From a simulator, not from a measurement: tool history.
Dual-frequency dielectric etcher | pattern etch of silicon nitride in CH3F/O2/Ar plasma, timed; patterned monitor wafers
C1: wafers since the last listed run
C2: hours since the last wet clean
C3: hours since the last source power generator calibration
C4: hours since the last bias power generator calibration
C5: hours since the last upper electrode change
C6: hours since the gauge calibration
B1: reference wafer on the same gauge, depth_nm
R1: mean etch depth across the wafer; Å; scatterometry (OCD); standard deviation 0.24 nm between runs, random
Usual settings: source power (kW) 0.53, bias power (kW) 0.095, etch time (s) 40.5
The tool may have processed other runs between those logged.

run 1 hour=0 | source_power_(kW)=0.5 bias_power_(kW)=0.109 etch_time_(s)=40.5 | C1=0 C2=323.4 C3=2632.2 C4=2202 C5=1564.8 C6=724.1 | B1=32.34 | R1=374
-- hour=6.7 wet clean of the chamber
run 2 hour=47.6 | source_power_(kW)=0.5 bias_power_(kW)=0.109 etch_time_(s)=40.5 | C1=592 C2=40.9 C3=2679.8 C4=2249.6 C5=1612.4 C6=771.7 | B1=32.28 | R1=354
run 3 hour=103 | source_power_(kW)=0.53 bias_power_(kW)=0.095 etch_time_(s)=40.5 | C1=801 C2=96.3 C3=2735.2 C4=2305 C5=1667.8 C6=827.1 | B1=32.3 | R1=357.6
run 4 hour=141.6 | source_power_(kW)=0.53 bias_power_(kW)=0.095 etch_time_(s)=40.5 | C1=558 C2=134.9 C3=2773.8 C4=2343.6 C5=1706.4 C6=865.7 | B1=32.31 | R1=359.1
run 5 hour=189.1 | source_power_(kW)=0.53 bias_power_(kW)=0.095 etch_time_(s)=40.5 | C1=687 C2=182.4 C3=2821.3 C4=2391.1 C5=1753.9 C6=913.2 | B1=32.3 | R1=359.3
run 6 hour=223.7 | source_power_(kW)=0.53 bias_power_(kW)=0.095 etch_time_(s)=40.5 | C1=500 C2=217 C3=2855.9 C4=2425.7 C5=1788.5 C6=947.8 | B1=32.28 | R1=363.8
run 7 hour=280.3 | source_power_(kW)=0.53 bias_power_(kW)=0.095 etch_time_(s)=40.5 | C1=818 C2=273.6 C3=2912.5 C4=2482.3 C5=1845.1 C6=1004.4 | B1=32.32 | R1=366.6
-- hour=359.8 wet clean of the chamber
run 8 hour=360.3 | source_power_(kW)=0.58 bias_power_(kW)=0.095 etch_time_(s)=40.5 | C1=810 C2=0.5 C3=2992.5 C4=2562.3 C5=1925.1 C6=1084.4 | B1=32.34 | R1=361.7
run 9 hour=396.3 | source_power_(kW)=0.58 bias_power_(kW)=0.095 etch_time_(s)=40.5 | C1=520 C2=36.5 C3=3028.5 C4=2598.3 C5=1961.1 C6=1120.4 | B1=32.28 | R1=359.7
run 10 hour=473.7 | source_power_(kW)=0.53 bias_power_(kW)=0.095 etch_time_(s)=40.5 | C1=1119 C2=113.9 C3=3105.9 C4=2675.7 C5=2038.5 C6=1197.8 | B1=32.26 | R1=359
-- hour=531.5 bias power generator calibrated
-- hour=535.8 gauge calibrated
run 11 hour=544.3 | source_power_(kW)=0.53 bias_power_(kW)=0.095 etch_time_(s)=40.5 | C1=963 C2=184.5 C3=3176.5 C4=12.8 C5=2109.1 C6=8.5 | B1=32.3 | R1=363.7
run 12 hour=607.8 | source_power_(kW)=0.53 bias_power_(kW)=0.095 etch_time_(s)=40.5 | C1=918 C2=248 C3=3240 C4=76.3 C5=2172.6 C6=72 | B1=32.37 | R1=361.5
run 13 hour=634.1 | source_power_(kW)=0.49 bias_power_(kW)=0.107 etch_time_(s)=44 | C1=380 C2=274.3 C3=3266.3 C4=102.6 C5=2198.9 C6=98.3 | B1=32.34 | R1=390
-- hour=653.8 source power generator calibrated
-- hour=697.1 wet clean of the chamber
run 14 hour=697.6 | source_power_(kW)=0.62 bias_power_(kW)=0.081 etch_time_(s)=48 | C1=513 C2=0.5 C3=43.8 C4=166.1 C5=2262.4 C6=161.8 | B1=32.3 | R1=417.8
run 15 hour=721.6 | source_power_(kW)=0.45 bias_power_(kW)=0.095 etch_time_(s)=40.5 | C1=347 C2=24.5 C3=67.8 C4=190.1 C5=2286.4 C6=185.8 | B1=32.23 | R1=329.9
run 16 hour=750.8 | source_power_(kW)=0.59 bias_power_(kW)=0.095 etch_time_(s)=40.5 | C1=422 C2=53.7 C3=97 C4=219.3 C5=2315.6 C6=215 | B1=32.32 | R1=362.8
run 17 hour=807.2 | source_power_(kW)=0.42 bias_power_(kW)=0.095 etch_time_(s)=40.5 | C1=815 C2=110.1 C3=153.4 C4=275.7 C5=2372 C6=271.4 | B1=32.27 | R1=323.6
-- hour=859.7 upper electrode replaced
run 18 hour=878 | source_power_(kW)=0.53 bias_power_(kW)=0.076 etch_time_(s)=33.5 | C1=677 C2=180.9 C3=224.2 C4=346.5 C5=18.3 C6=342.2 | B1=32.29 | R1=282.4
run 19 hour=949.2 | source_power_(kW)=0.53 bias_power_(kW)=0.095 etch_time_(s)=40.5 | C1=1030 C2=252.1 C3=295.4 C4=417.7 C5=89.5 C6=413.4 | B1=32.29 | R1=355.6
run 20 hour=1000.5 | source_power_(kW)=0.42 bias_power_(kW)=0.081 etch_time_(s)=40.5 | C1=742 C2=303.4 C3=346.7 C4=469 C5=140.8 C6=464.7 | B1=32.31 | R1=316.3
-- hour=1057.6 wet clean of the chamber
run 21 hour=1058.1 | source_power_(kW)=0.62 bias_power_(kW)=0.114 etch_time_(s)=30 | C1=486 C2=0.5 C3=404.3 C4=526.6 C5=198.4 C6=522.3 | B1=32.32 | R1=282.7
run 22 hour=1109.6 | source_power_(kW)=0.44 bias_power_(kW)=0.081 etch_time_(s)=52 | C1=745 C2=52 C3=455.8 C4=578.1 C5=249.9 C6=573.8 | B1=32.3 | R1=412.4
run 23 hour=1179.6 | source_power_(kW)=0.49 bias_power_(kW)=0.107 etch_time_(s)=44 | C1=1012 C2=122 C3=525.8 C4=648.1 C5=319.9 C6=643.8 | B1=32.35 | R1=386.5
run 24 hour=1248 | source_power_(kW)=0.53 bias_power_(kW)=0.095 etch_time_(s)=40.5 | C1=989 C2=190.4 C3=594.2 C4=716.5 C5=388.3 C6=712.2 | B1=32.31 | R1=361.1
run 25 hour=1316.9 | source_power_(kW)=0.47 bias_power_(kW)=0.115 etch_time_(s)=45.5 | C1=996 C2=259.3 C3=663.1 C4=785.4 C5=457.2 C6=781.1 | B1=32.3 | R1=402.3

Each row is a separate what-if for the run after 25, all from the same tool condition, not one after another. Results?
run A hour=1317.3 | source_power_(kW)=0.61 bias_power_(kW)=0.095 etch_time_(s)=40.5 | C1=5 C2=259.7 C3=663.5 C4=785.8 C5=457.6 C6=781.5 | B1=? | R1=?
run B hour=1317.3 | source_power_(kW)=0.5 bias_power_(kW)=0.078 etch_time_(s)=32 | C1=5 C2=259.7 C3=663.5 C4=785.8 C5=457.6 C6=781.5 | B1=? | R1=?
run C hour=1317.3 | source_power_(kW)=0.46 bias_power_(kW)=0.095 etch_time_(s)=35 | C1=5 C2=259.7 C3=663.5 C4=785.8 C5=457.6 C6=781.5 | B1=? | R1=?
run D hour=1317.3 | source_power_(kW)=0.53 bias_power_(kW)=0.08 etch_time_(s)=44.5 | C1=5 C2=259.7 C3=663.5 C4=785.8 C5=457.6 C6=781.5 | B1=? | R1=?

run=A B1=32.34 R1=383
run=B B1=32.34 R1=269.8
run=C B1=32.34 R1=296.6
run=D B1=32.34 R1=385.6
Without the tool's unlogged condition, the same runs would have read:
run=A R1=369
run=B R1=260
run=C R1=285.7
run=D R1=371.5
